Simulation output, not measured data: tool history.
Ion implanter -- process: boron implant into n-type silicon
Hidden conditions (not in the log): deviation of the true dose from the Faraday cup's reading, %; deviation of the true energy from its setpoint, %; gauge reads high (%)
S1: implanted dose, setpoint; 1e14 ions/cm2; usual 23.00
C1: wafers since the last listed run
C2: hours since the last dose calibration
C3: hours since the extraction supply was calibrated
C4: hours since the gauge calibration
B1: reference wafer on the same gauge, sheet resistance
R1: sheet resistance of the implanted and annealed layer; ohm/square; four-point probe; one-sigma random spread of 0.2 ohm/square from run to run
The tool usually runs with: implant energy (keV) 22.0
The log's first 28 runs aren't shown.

Run 29, hour 985.2: usual settings but S1 17.78 1e14 ions/cm2, implant energy (keV) 27.5; C1 545; C2 391.7; C3 632.0; C4 293.1; B1 72.37. Result: R1 74.91 ohm/square.
Run 30, hour 1015.0: usual settings but S1 16.19 1e14 ions/cm2, implant energy (keV) 19.0; C1 528; C2 421.5; C3 661.8; C4 322.9; B1 72.20. Result: R1 85.32 ohm/square.
Run 31, hour 1048.9: usual settings; C1 600; C2 455.4; C3 695.7; C4 356.8; B1 72.24. Result: R1 67.58 ohm/square.
Run 32, hour 1078.9: usual settings but S1 20.34 1e14 ions/cm2, implant energy (keV) 17.0; C1 531; C2 485.4; C3 725.7; C4 386.8; B1 72.35. Result: R1 77.87 ohm/square.
Run 33, hour 1097.1: usual settings but S1 19.83 1e14 ions/cm2, implant energy (keV) 19.0; C1 322; C2 503.6; C3 743.9; C4 405.0; B1 72.42. Result: R1 75.62 ohm/square.
Run 34, hour 1112.6: usual settings but S1 27.09 1e14 ions/cm2, implant energy (keV) 24.0; C1 274; C2 519.1; C3 759.4; C4 420.5; B1 72.44. Result: R1 60.94 ohm/square.
Run 35, hour 1153.5: usual settings but S1 29.50 1e14 ions/cm2; C1 724; C2 560.0; C3 800.3; C4 461.4; B1 72.33. Result: R1 60.94 ohm/square.
Run 36, hour 1170.2: usual settings; C1 295; C2 576.7; C3 817.0; C4 478.1; B1 72.48. Result: R1 67.47 ohm/square.

Each row is a separate what-if for the run after 36, all from the same tool condition, not one after another. Results?
Run A, hour 1170.6: usual settings but implant energy (keV) 18.0; C1 7; C2 577.1; C3 817.4; C4 478.5; B1 ?. Result: R1 ?.
Run B, hour 1170.6: usual settings but S1 27.87 1e14 ions/cm2; C1 7; C2 577.1; C3 817.4; C4 478.5; B1 ?. Result: R1 ?.
Run C, hour 1170.6: usual settings but S1 29.11 1e14 ions/cm2, implant energy (keV) 29.0; C1 7; C2 577.1; C3 817.4; C4 478.5; B1 ?. Result: R1 ?.

run     B1     R1
  A  72.43  72.66
  B  72.43  62.46
  C  72.43  55.73
Take away the tool's hidden state, keep each run's random variation, and the runs would have read:
run     R1
  A  72.14
  B  62.01
  C  55.32
